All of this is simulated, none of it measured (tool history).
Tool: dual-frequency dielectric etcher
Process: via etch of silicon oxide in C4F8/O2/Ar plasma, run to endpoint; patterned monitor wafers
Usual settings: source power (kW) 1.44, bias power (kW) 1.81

run   hour  source power (kW)  bias power (kW)  incoming incoming film thickness, nm  endpoint time (s)
  1      0               1.44            2.077                                2215.2              448.2
  2     18               1.44             1.81                                  2256              469.1
  3   36.7               1.44             1.81                                2214.2                462
  4   64.7               1.44             1.81                                2221.4              459.2
  5   86.6               1.31            1.957                                2213.4              463.2
  6  104.7               1.31            1.957                                2216.1              466.9
  7  140.2                1.6             1.81                                2231.3              440.8
  8  175.6                1.6             1.81                                2228.9                437
     200.5  -- wet clean of the chamber
  9    201                1.6             1.81                                2210.3              453.4
 10  208.3               1.44             1.81                                  2234              473.7
 11  237.9               1.23            1.692                                2234.1                527
 12  255.6               1.68            2.019                                2225.6              421.3
 13  281.1               1.44            1.489                                2229.5              504.2
 14  315.7               1.54            1.501                                2224.8                479
       365  -- upper electrode replaced, of another model than before
 15  365.5               1.44             1.81                                2207.8              462.9
 16  367.7               1.44             1.81                                2216.5              465.7
 17  389.9               1.44            2.039                                2213.5              454.1
     408.4  -- source power generator calibrated
     412.3  -- bias power generator calibrated
 18    413               1.44             1.81                                2207.7              462.2
 19  428.9               1.54            1.588                                2243.6              470.8
 20  455.6               1.58             1.81                                2232.9              457.4
 21  470.3               1.44             1.81                                2243.9              469.8
 22  488.4               1.59            1.497                                2236.2              465.9
 23  511.3               1.44             1.81                                2240.4              466.5
 24  536.2               1.44            1.696                                2218.3              467.7
 25  571.5               1.44             1.81                                2228.3              459.2
 26  588.9               1.31            1.957                                2243.7                467
 27  622.8               1.44            1.442                                2228.6              473.8
     668.8  -- wet clean of the chamber
 28  669.3               1.44             1.81                                2217.2              466.7
 29  669.7               1.12             1.61                                2233.3              516.6
 30  679.5               1.64            2.025                                2208.5                440
 31  707.8               1.55             1.81                                2227.9              462.5
 32  720.3               1.59            1.497                                2200.5              469.9
 33  745.2               1.27            2.158                                2223.1              472.4
 34  760.7               1.61            1.416                                2235.2              477.4
 35  786.3               1.24            1.507                                2239.3                504
 36  800.1               1.22            1.389                                2228.4              510.7

3 ways to go on from here, each from the tool as it stands after run 36. What would each give?
  A  800.6               1.44            1.578                                2234.9                  ?
  B  800.6                1.7             1.81                                2234.9                  ?
  C  800.6               1.19            1.558                                2234.9                  ?

run  endpoint time (s)
  A              480.2
  B              449.6
  C              505.3
Without the tool's hidden state the same runs would have given:
run  endpoint time (s)
  A              484.1
  B              453.2
  C              509.3

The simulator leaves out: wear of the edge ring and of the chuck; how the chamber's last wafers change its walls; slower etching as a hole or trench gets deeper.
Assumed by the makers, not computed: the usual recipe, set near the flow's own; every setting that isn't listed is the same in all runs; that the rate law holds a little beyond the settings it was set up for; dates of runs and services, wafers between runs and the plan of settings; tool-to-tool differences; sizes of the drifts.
